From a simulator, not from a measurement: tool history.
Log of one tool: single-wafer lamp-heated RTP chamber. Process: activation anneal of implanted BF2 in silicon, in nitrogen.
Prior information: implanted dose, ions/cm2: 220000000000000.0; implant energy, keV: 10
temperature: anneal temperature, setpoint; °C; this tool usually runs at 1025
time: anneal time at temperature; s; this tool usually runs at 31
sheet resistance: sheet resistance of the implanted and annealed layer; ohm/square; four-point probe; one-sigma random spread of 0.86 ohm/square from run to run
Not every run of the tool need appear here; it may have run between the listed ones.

run,day,temperature,time,wafers since the last listed run,wafers since the last pyrometer calibration,wafers since the reflector plate was cleaned,hours since the gauge calibration,"read-back reference wafer on the same gauge, sheet resistance",sheet resistance
1,0,1025,26,0,3572,2806,1078.7,470,570.28
# day 0.358: pyrometer window cleaned and pyrometer calibrated
2,2.629,1025,31,808,798,3614,1141.8,470.06,569.25
3,4.242,1025,31,567,1366,4181,1180.5,470.04,567.67
4,6.333,1025,31,736,2102,4917,1230.7,469.7,567.62
5,8.212,1025,31,661,2763,5579,1275.8,470.24,566.47
6,10.979,1033,31,973,3737,6553,1342.2,470.07,562.35
7,12.479,1025,31,527,4265,7080,1378.2,469.98,565.5
# day 13.688: pyrometer window cleaned and pyrometer calibrated
8,13.829,1025,31,357,49,7438,1410.6,470.01,568.81
9,16.646,1034,31,991,1041,8430,1478.2,470,563.07
10,18.083,1034,31,505,1547,8936,1512.7,469.87,562.72
11,20.675,1010,36,912,2459,9848,1574.9,469.81,568.04
# day 21.429: gauge calibrated
# day 22.729: reflector plate cleaned
12,22.75,1010,36,612,3072,6,31.7,470.15,570.83
13,25.442,1010,36,947,4019,954,96.3,469.91,567.88
# day 26.288: pyrometer window cleaned and pyrometer calibrated
14,26.783,1008,22,354,174,1308,128.5,469.91,585.24
15,27.842,1008,22,372,546,1681,153.9,469.95,585.22
16,29.908,1025,31,727,1273,2408,203.5,470,567.63
17,31.142,1025,31,434,1708,2842,233.1,470,568.24
18,33.525,1008,24,838,2546,3681,290.3,469.82,578.68
19,34.979,1025,31,511,3058,4193,325.2,470.13,567.32
20,36.342,999,19,479,3538,4673,357.9,470,585.37
21,39.238,1025,22,1019,4557,5692,427.4,469.91,571.21

Estimate the outcome of run 22 from the log above:
# day 40.333: pyrometer window cleaned and pyrometer calibrated
22,40.354,1039,40,275,7,5967,454.2,?,?

{"run 22": {"read-back reference wafer on the same gauge, sheet resistance": 470.34, "sheet resistance": 556.05}}
Take away the tool's hidden state, keep the run-to-run variation as it was, and the same run would have given sheet resistance 560.04 ohm/square.

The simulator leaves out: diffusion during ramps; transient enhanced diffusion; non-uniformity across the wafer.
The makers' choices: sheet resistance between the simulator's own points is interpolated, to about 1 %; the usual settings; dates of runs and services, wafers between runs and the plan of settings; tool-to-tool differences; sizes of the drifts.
